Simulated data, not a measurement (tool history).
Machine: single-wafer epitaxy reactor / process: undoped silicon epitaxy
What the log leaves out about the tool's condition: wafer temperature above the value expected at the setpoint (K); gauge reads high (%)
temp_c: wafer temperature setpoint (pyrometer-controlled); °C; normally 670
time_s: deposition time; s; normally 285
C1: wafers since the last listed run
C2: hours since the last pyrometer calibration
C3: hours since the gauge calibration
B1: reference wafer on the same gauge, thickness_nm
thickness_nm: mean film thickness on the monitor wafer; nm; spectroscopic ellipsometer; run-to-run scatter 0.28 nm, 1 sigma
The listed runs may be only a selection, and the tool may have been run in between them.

Run 1, hour 0.0: usual settings but time_s 268 s; C1 0; C2 813.7; C3 1171.4; B1 86.496. Result: thickness_nm 67.947 nm.
Run 2, hour 33.0: usual settings but time_s 268 s; C1 282; C2 846.7; C3 1204.4; B1 86.437. Result: thickness_nm 68.052 nm.
Run 3, hour 100.9: usual settings; C1 580; C2 914.6; C3 1272.3; B1 86.453. Result: thickness_nm 72.385 nm.
Run 4, hour 148.3: usual settings but temp_c 665 °C; C1 405; C2 962.0; C3 1319.7; B1 86.496. Result: thickness_nm 65.553 nm.
Run 5, hour 195.2: usual settings but temp_c 665 °C; C1 401; C2 1008.9; C3 1366.6; B1 86.547. Result: thickness_nm 65.302 nm.
Run 6, hour 219.6: usual settings; C1 208; C2 1033.3; C3 1391.0; B1 86.495. Result: thickness_nm 72.386 nm.
Run 7, hour 244.7: usual settings; C1 214; C2 1058.4; C3 1416.1; B1 86.571. Result: thickness_nm 72.444 nm.
Run 8, hour 291.1: usual settings; C1 396; C2 1104.8; C3 1462.5; B1 86.472. Result: thickness_nm 72.361 nm.
Run 9, hour 336.7: usual settings but time_s 253 s; C1 390; C2 1150.4; C3 1508.1; B1 86.532. Result: thickness_nm 63.978 nm.
Run 10, hour 383.2: usual settings but time_s 253 s; C1 397; C2 1196.9; C3 1554.6; B1 86.524. Result: thickness_nm 64.060 nm.
Run 11, hour 432.0: usual settings but time_s 253 s; C1 417; C2 1245.7; C3 1603.4; B1 86.398. Result: thickness_nm 64.518 nm.
Run 12, hour 491.6: usual settings; C1 509; C2 1305.3; C3 1663.0; B1 86.506. Result: thickness_nm 71.484 nm.
Run 13, hour 551.3: usual settings; C1 510; C2 1365.0; C3 1722.7; B1 86.505. Result: thickness_nm 71.959 nm.
At hour 556.3: gauge calibrated.
Run 14, hour 617.1: usual settings; C1 562; C2 1430.8; C3 60.8; B1 86.520. Result: thickness_nm 71.462 nm.
At hour 681.5: pyrometer calibrated.
Run 15, hour 682.0: usual settings; C1 486; C2 0.5; C3 125.7; B1 86.530. Result: thickness_nm 71.785 nm.
Run 16, hour 709.7: usual settings but temp_c 684 °C, time_s 301 s; C1 236; C2 28.2; C3 153.4; B1 86.471. Result: thickness_nm 100.393 nm.
Run 17, hour 761.1: usual settings but time_s 270 s; C1 439; C2 79.6; C3 204.8; B1 86.475. Result: thickness_nm 68.135 nm.
Run 18, hour 917.5: usual settings but temp_c 659 °C; C1 1338; C2 236.0; C3 361.2; B1 86.540. Result: thickness_nm 57.771 nm.
Run 19, hour 986.6: usual settings but temp_c 676 °C; C1 591; C2 305.1; C3 430.3; B1 86.421. Result: thickness_nm 81.171 nm.
Run 20, hour 1035.1: usual settings but temp_c 656 °C, time_s 242 s; C1 414; C2 353.6; C3 478.8; B1 86.470. Result: thickness_nm 46.009 nm.
Run 21, hour 1079.5: usual settings; C1 379; C2 398.0; C3 523.2; B1 86.516. Result: thickness_nm 72.092 nm.
Run 22, hour 1109.2: usual settings but time_s 256 s; C1 254; C2 427.7; C3 552.9; B1 86.489. Result: thickness_nm 64.745 nm.
Run 23, hour 1174.1: usual settings but temp_c 676 °C; C1 555; C2 492.6; C3 617.8; B1 86.501. Result: thickness_nm 81.262 nm.
Run 24, hour 1273.5: usual settings but temp_c 664 °C, time_s 301 s; C1 850; C2 592.0; C3 717.2; B1 86.478. Result: thickness_nm 67.496 nm.
Run 25, hour 1307.8: usual settings but time_s 308 s; C1 293; C2 626.3; C3 751.5; B1 86.521. Result: thickness_nm 77.923 nm.
Run 26, hour 1336.2: usual settings but temp_c 678 °C, time_s 237 s; C1 242; C2 654.7; C3 779.9; B1 86.572. Result: thickness_nm 70.335 nm.
Run 27, hour 1362.7: usual settings but temp_c 682 °C, time_s 315 s; C1 226; C2 681.2; C3 806.4; B1 86.549. Result: thickness_nm 101.137 nm.
Run 28, hour 1403.6: usual settings; C1 349; C2 722.1; C3 847.3; B1 86.563. Result: thickness_nm 72.113 nm.
Run 29, hour 1447.5: usual settings but temp_c 663 °C; C1 375; C2 766.0; C3 891.2; B1 86.526. Result: thickness_nm 62.918 nm.
Run 30, hour 1477.5: usual settings; C1 256; C2 796.0; C3 921.2; B1 86.530. Result: thickness_nm 72.104 nm.

List, for all runs, the conditions of the tool that the log does not record:
wafer temperature above the value expected at the setpoint (K): 0, the same for each run
gauge reads high (%): 0, the same for each run
